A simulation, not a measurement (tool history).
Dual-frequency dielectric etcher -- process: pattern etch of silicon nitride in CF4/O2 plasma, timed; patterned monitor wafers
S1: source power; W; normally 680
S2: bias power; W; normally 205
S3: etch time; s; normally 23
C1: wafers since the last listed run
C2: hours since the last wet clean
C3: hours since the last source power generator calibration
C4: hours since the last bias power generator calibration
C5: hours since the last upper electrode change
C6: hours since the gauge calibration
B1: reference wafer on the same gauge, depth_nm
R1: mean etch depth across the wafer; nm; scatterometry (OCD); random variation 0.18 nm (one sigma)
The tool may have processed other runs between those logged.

run	day	S1	S2	S3	C1	C2	C3	C4	C5	C6	B1	R1
1	0	680	205	23	0	473.3	3574.5	856.6	3159.7	248.8	65.7	62.8
2	1.325	680	205	23	630	505.1	3606.3	888.4	3191.5	280.6	65.7	63
# day 2.521: wet clean of the chamber
3	3.912	680	205	23	754	33.4	3668.4	950.5	3253.6	342.7	65.7	62.9
4	5.371	680	205	23	693	68.4	3703.4	985.5	3288.6	377.7	65.7	63
5	8.229	680	205	23	1359	137	3772	1054.1	3357.2	446.3	65.7	63.1
6	10.638	680	205	23	1145	194.8	3829.8	1111.9	3415	504.1	65.7	63.1
7	12.288	680	205	23	784	234.4	3869.4	1151.5	3454.6	543.7	65.7	63.2
8	14.558	680	230	23	1079	288.9	3923.9	1206	3509.1	598.2	65.7	66.3
9	15.679	680	230	23	532	315.8	3950.8	1232.9	3536	625.1	65.7	66.6
# day 22.967: upper electrode replaced
# day 24.179: wet clean of the chamber
10	24.2	680	230	23	3100	0.5	4155.3	1437.4	29.6	829.6	65.7	66.8
11	25.167	680	205	23	459	23.7	4178.5	1460.6	52.8	852.8	65.7	63.2
# day 26.025: gauge calibrated
12	26.5	680	205	23	634	55.7	4210.5	1492.6	84.8	11.4	65.7	62.9
# day 27.883: bias power generator calibrated
13	29.012	550	193	23	1115	116	4270.8	27.1	145.1	71.7	65.7	53.2
14	30.179	600	242	28	554	144	4298.8	55.1	173.1	99.7	65.7	76.4
15	32.812	680	182	23	1252	207.2	4362	118.3	236.3	162.9	65.7	59.7
# day 33.492: source power generator calibrated
16	34.533	680	205	23	739	248.5	25	159.6	277.6	204.2	65.7	63.2
17	35.558	680	205	23	487	273.1	49.6	184.2	302.2	228.8	65.7	63.1
18	37.392	630	232	23	871	317.1	93.6	228.2	346.2	272.8	65.7	63.6
19	40.146	840	154	25.5	1309	383.2	159.7	294.3	412.3	338.9	65.7	70.7
20	41.517	620	155	28	651	416.1	192.6	327.2	445.2	371.8	65.7	63
21	43.125	680	240	23	764	454.7	231.2	365.8	483.8	410.4	65.7	68.3
22	44.246	830	228	18	532	481.6	258.1	392.7	510.7	437.3	65.7	59.5
# day 45.467: wet clean of the chamber
23	45.488	680	238	23	114	0.5	287.9	422.5	540.5	467.1	65.8	67.6
24	47.621	600	205	16.5	1014	51.7	339.1	473.7	591.7	518.3	65.7	41.6
25	50.204	680	230	23	1228	113.7	401.1	535.7	653.7	580.3	65.7	66.8
26	52.762	680	205	23	1216	175.1	462.5	597.1	715.1	641.7	65.7	63.4

Below are 4 alternative next runs, each starting from the tool's condition after run 26. Predict each:
A	52.779	820	205	23	7	175.5	462.9	597.5	715.5	642.1	?	?
B	52.779	680	192	18.5	7	175.5	462.9	597.5	715.5	642.1	?	?
C	52.779	680	189	23	7	175.5	462.9	597.5	715.5	642.1	?	?
D	52.779	730	249	23	7	175.5	462.9	597.5	715.5	642.1	?	?

run	B1	R1
A	65.7	71.9
B	65.7	49.2
C	65.7	60.7
D	65.7	72.6
The same runs, with their run-to-run variation unchanged, on a tool lacking any hidden condition would have given:
run	R1
A	71.9
B	49.2
C	60.7
D	72.6

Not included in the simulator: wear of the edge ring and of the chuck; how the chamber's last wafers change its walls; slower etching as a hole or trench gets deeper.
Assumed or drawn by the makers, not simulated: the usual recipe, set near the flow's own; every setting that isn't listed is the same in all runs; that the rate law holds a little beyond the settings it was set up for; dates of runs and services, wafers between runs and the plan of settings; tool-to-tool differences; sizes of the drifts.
